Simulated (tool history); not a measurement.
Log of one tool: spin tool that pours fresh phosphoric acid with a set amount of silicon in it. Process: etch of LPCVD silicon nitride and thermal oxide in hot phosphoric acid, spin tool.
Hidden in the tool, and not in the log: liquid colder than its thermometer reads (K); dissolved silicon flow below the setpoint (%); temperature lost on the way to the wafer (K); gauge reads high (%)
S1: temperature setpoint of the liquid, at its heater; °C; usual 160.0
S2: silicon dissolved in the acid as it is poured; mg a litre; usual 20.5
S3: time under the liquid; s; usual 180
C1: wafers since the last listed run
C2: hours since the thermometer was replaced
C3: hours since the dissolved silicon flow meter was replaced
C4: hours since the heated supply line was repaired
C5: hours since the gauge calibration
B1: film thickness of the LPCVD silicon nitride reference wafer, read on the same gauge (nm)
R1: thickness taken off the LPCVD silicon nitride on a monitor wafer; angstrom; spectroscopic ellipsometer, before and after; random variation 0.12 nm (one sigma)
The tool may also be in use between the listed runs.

run,hour,S1,S2,S3,C1,C2,C3,C4,C5,B1,R1
1,0.0,160.0,33.0,230,0,2482.4,1400.8,544.3,669.0,39.96,150.0
# hour 23.8: gauge calibrated
2,34.4,160.0,20.5,180,151,2516.8,1435.2,578.7,10.6,40.01,118.0
3,59.6,160.0,20.5,180,110,2542.0,1460.4,603.9,35.8,40.00,119.6
4,88.4,160.0,14.5,180,126,2570.8,1489.2,632.7,64.6,40.00,116.6
5,104.2,160.0,14.5,180,69,2586.6,1505.0,648.5,80.4,39.99,116.6
6,136.2,160.0,20.5,180,140,2618.6,1537.0,680.5,112.4,40.00,118.2
7,159.3,157.5,20.5,125,101,2641.7,1560.1,703.6,135.5,39.98,74.4
8,192.1,160.0,20.5,180,143,2674.5,1592.9,736.4,168.3,40.00,117.9
9,208.6,161.5,12.5,235,72,2691.0,1609.4,752.9,184.8,39.99,160.2
10,229.9,158.0,27.0,125,93,2712.3,1630.7,774.2,206.1,40.01,76.1
11,253.1,160.0,20.5,180,101,2735.5,1653.9,797.4,229.3,39.98,116.6
12,266.6,160.0,20.5,180,59,2749.0,1667.4,810.9,242.8,40.03,115.9
# hour 273.2: heated supply line repaired
13,285.3,160.0,27.5,180,77,2767.7,1686.1,12.1,261.5,40.01,114.1
# hour 287.7: dissolved silicon flow meter replaced
# hour 303.6: thermometer replaced
14,320.3,158.5,30.5,95,144,16.7,32.6,47.1,296.5,40.01,57.0
15,353.0,157.5,10.0,150,143,49.4,65.3,79.8,329.2,39.99,87.1
16,376.5,160.0,20.5,180,103,72.9,88.8,103.3,352.7,40.03,111.4
17,395.1,158.5,34.0,180,81,91.5,107.4,121.9,371.3,40.01,106.5
# hour 397.5: heated supply line repaired, repeated, since the last time left the tool worse
18,424.2,157.5,10.0,150,123,120.6,136.5,26.7,400.4,39.97,93.8
19,451.2,160.0,20.5,180,118,147.6,163.5,53.7,427.4,40.00,121.2
20,468.5,160.0,26.5,180,75,164.9,180.8,71.0,444.7,40.00,123.6
21,486.5,162.5,34.0,280,79,182.9,198.8,89.0,462.7,39.99,206.6
22,520.9,160.0,20.5,210,151,217.3,233.2,123.4,497.1,40.01,140.8

The tool's hidden state at each run:
liquid colder than its thermometer reads (K): 0 in every run
dissolved silicon flow below the setpoint (%): 0 in every run
gauge reads high (%): 0 in every run
H1: temperature lost on the way to the wafer (K)
run,H1
1,1.29
2,1.37
3,1.42
4,1.48
5,1.51
6,1.58
7,1.63
8,1.7
9,1.73
10,1.78
11,1.83
12,1.85
13,2.8
14,2.88
15,2.95
16,2.99
17,3.03
18,0.318
19,0.375
20,0.412
21,0.449
22,0.522

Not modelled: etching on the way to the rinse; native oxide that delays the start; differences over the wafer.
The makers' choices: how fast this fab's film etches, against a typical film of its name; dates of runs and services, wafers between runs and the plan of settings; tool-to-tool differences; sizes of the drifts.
